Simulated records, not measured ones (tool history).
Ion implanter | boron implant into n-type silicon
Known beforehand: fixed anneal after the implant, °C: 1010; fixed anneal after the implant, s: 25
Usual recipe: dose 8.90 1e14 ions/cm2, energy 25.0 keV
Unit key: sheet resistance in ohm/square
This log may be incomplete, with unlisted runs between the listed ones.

run     day   dose  energy  read-back reference wafer on the same gauge, sheet resistance  sheet resistance
  1   0.000   8.90    25.0                                                         120.16            126.28
  2   0.625   8.90    25.0                                                         119.91            125.98
  3   4.754   8.90    25.0                                                         120.02            126.24
  4   5.442   8.90    25.0                                                         119.93            126.72
  5   6.350   8.90    25.0                                                         120.07            126.09
  6   7.071   8.90    25.0                                                         120.06            125.95
  7   8.158   8.90    25.0                                                         119.97            125.98
  8   9.304   8.90    25.0                                                         119.81            126.45
  9  10.638   8.90    25.0                                                         120.13            126.32
 10  12.008   8.90    25.0                                                         119.96            126.22
 11  12.929   7.69    22.5                                                         119.99            144.16
 12  14.133   7.69    22.5                                                         120.01            144.76
 13  15.504   8.90    30.0                                                         120.09            124.46
 14  16.617   8.90    30.0                                                         119.91            124.63
 15  17.642   8.90    30.0                                                         119.84            124.94
     18.788  -- gauge calibrated
 16  18.829   8.90    25.0                                                         120.06            126.29
 17  19.458   8.90    25.0                                                         120.01            126.88
 18  20.879   6.92    18.5                                                         119.99            161.70
     21.671  -- extraction supply calibrated
 19  22.071   8.90    25.0                                                         120.00            126.30
 20  25.038   7.68    18.0                                                         120.09            148.48
 21  26.275   6.62    28.5                                                         119.89            161.57
 22  27.196   7.33    18.0                                                         120.18            153.78
 23  27.738   8.90    25.0                                                         120.07            126.57
 24  28.408   8.90    25.0                                                         119.98            126.53
     29.846  -- Faraday cup replaced and dose calibrated
 25  29.867  10.47    21.5                                                         119.89            107.66
 26  31.050  10.06    25.0                                                         120.10            110.15
 27  32.200  11.55    33.0                                                         119.95             96.65
 28  33.592   7.33    18.0                                                         120.08            149.02
 29  34.658   8.90    25.0                                                         119.87            122.39
 30  36.104   9.72    16.5                                                         119.94            118.94
 31  36.608   8.19    20.5                                                         119.90            133.79
 32  37.317   8.90    25.0                                                         119.81            122.59
 33  38.479   8.90    16.5                                                         119.94            127.63
 34  39.967   8.90    25.0                                                         120.02            122.79
 35  44.142  11.50    18.5                                                         119.96            103.06
 36  47.200  10.60    30.0                                                         120.02            105.86
 37  48.550   7.51    22.5                                                         119.99            145.07

Each row is a separate what-if for the run after 37, all from the same tool condition, not one after another. Results?
  A  48.567   8.90    25.0                                                              ?                 ?
  B  48.567   7.96    25.0                                                              ?                 ?
  C  48.567  10.23    31.0                                                              ?                 ?
  D  48.567   9.66    19.5                                                              ?                 ?

run  read-back reference wafer on the same gauge, sheet resistance  sheet resistance
  A                                                         120.22            124.07
  B                                                         120.22            136.42
  C                                                         120.22            108.81
  D                                                         120.22            118.21
The same runs, with their run-to-run variation unchanged, on a tool lacking any hidden condition would have given:
run  sheet resistance
  A            122.52
  B            134.70
  C            107.48
  D            116.76
